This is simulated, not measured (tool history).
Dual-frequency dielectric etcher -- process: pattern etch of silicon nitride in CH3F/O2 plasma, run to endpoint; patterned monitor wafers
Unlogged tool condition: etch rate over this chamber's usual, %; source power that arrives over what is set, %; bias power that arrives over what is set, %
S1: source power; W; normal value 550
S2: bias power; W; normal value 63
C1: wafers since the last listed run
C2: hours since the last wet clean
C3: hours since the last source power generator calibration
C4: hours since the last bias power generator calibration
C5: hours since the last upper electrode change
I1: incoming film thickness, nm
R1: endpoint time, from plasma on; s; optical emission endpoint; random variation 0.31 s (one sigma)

run,hour,S1,S2,C1,C2,C3,C4,C5,I1,R1
1,0,550,75,0,300.7,1379.7,2807.7,2435,96.2,95.9
2,50.1,550,75,278,350.8,1429.8,2857.8,2485.1,96,94.8
3,119.6,610,63,385,420.3,1499.3,2927.3,2554.6,96.9,93
# hour 146.8: wet clean of the chamber
4,155.5,550,63,66,8.7,1535.2,2963.2,2590.5,95.3,100.7
5,211.2,550,63,309,64.4,1590.9,3018.9,2646.2,96,100.7
6,246.7,550,63,197,99.9,1626.4,3054.4,2681.7,96.8,101.8
7,271.9,550,63,139,125.1,1651.6,3079.6,2706.9,96.7,100.3
8,312.1,550,63,223,165.3,1691.8,3119.8,2747.1,96.9,100.8
9,345.6,440,63,186,198.8,1725.3,3153.3,2780.6,94.2,111.2
# hour 399.6: source power generator calibrated
10,404.2,650,78,303,257.4,4.6,3211.9,2839.2,95.9,89.4

Run 11 is up next; what results do you expect?
11,463.2,610,73,327,316.4,63.6,3270.9,2898.2,95.3,?

{"run 11": {"R1": 92.4}}
Without the tool's hidden state the same run would have given R1 94.5 s.
